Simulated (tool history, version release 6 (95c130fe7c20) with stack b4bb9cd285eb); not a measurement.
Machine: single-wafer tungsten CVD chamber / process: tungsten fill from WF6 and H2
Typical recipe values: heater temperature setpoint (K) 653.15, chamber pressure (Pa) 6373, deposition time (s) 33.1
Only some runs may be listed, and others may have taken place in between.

run   hour  heater temperature setpoint (K)  chamber pressure (Pa)  deposition time (s)  wafers since the last listed run  hours since the last thermocouple change  hours since the last manometer calibration  hours since the showerhead was replaced  hours since the gauge calibration  read-back reference wafer on the same gauge, thickness_nm  mean film thickness on the monitor wafer (angstrom)
  1    0.0                           653.15                   6373                 33.1                                 0                                    1171.2                                      1962.6                                   8518.5                              102.8                                                     75.535                                               917.55
  2   13.6                           653.15                   6373                 33.1                               344                                    1184.8                                      1976.2                                   8532.1                              116.4                                                     75.594                                               918.16
  3   33.4                           653.15                   6373                 33.1                               501                                    1204.6                                      1996.0                                   8551.9                              136.2                                                     75.658                                               924.54
  4   62.1                           653.15                   6373                 33.1                               727                                    1233.3                                      2024.7                                   8580.6                              164.9                                                     75.597                                               925.85
  5   93.5                           653.15                   6373                 33.1                               795                                    1264.7                                      2056.1                                   8612.0                              196.3                                                     75.547                                               925.71
  6  115.9                           653.15                   6373                 33.1                               567                                    1287.1                                      2078.5                                   8634.4                              218.7                                                     75.621                                               927.21
     129.1  -- showerhead replaced
     132.2  -- capacitance manometer re-zeroed and calibrated
  7  151.2                           653.15                   6373                 33.1                               612                                    1322.4                                        19.0                                     22.1                              254.0                                                     75.697                                               926.93
  8  164.6                           659.15                   6373                 33.1                               339                                    1335.8                                        32.4                                     35.5                              267.4                                                     75.592                                              1063.34
     188.7  -- thermocouple changed; heater temperature recalibrated
  9  190.3                           640.15                   7693                 28.6                               448                                       1.6                                        58.1                                     61.2                              293.1                                                     75.566                                               708.76
 10  207.6                           653.15                   6373                 33.1                               438                                      18.9                                        75.4                                     78.5                              310.4                                                     75.633                                              1016.67
 11  235.4                           653.15                   7679                 33.1                               704                                      46.7                                       103.2                                    106.3                              338.2                                                     75.713                                              1111.99
     263.6  -- thermocouple changed; heater temperature recalibrated, repeated, since the last time left the tool worse
 12  264.1                           653.15                   6373                 33.1                               524                                       0.5                                       131.9                                    135.0                              366.9                                                     75.635                                               847.88
     265.9  -- gauge calibrated
 13  293.7                           639.15                   5840                 37.2                               749                                      30.1                                       161.5                                    164.6                               27.8                                                     75.640                                               651.96
 14  312.0                           647.15                   5893                 33.1                               463                                      48.4                                       179.8                                    182.9                               46.1                                                     75.686                                               712.87
 15  330.6                           653.15                   7639                 33.1                               471                                      67.0                                       198.4                                    201.5                               64.7                                                     75.573                                               933.24
 16  353.1                           653.15                   6373                 33.1                               570                                      89.5                                       220.9                                    224.0                               87.2                                                     75.661                                               852.87

A few steps of mean film thickness on the monitor wafer (angstrom) between consecutive runs. Split each: what settings, incoming material and random variation would produce without the hidden state, and what is left over for the hidden state, along with gauge scatter present in only one of the two compared results (measured, and without hidden state):
Hidden state at play: wafer temperature above the value expected at the setpoint (K); true pressure above the setpoint (%); gauge reads high (%).
Run 8 -> 9: heater temperature setpoint (K) 659.15 -> 640.15, chamber pressure (Pa) 6373 -> 7693, deposition time (s) 33.1 -> 28.6, thermocouple changed; heater temperature recalibrated. mean film thickness on the monitor wafer (angstrom) -354.58: hidden state +30.35, all else -384.93.
Run 11 -> 12: chamber pressure (Pa) 7679 -> 6373, thermocouple changed; heater temperature recalibrated, repeated, since the last time left the tool worse. mean film thickness on the monitor wafer (angstrom) -264.11: hidden state -181.83, all else -82.28.
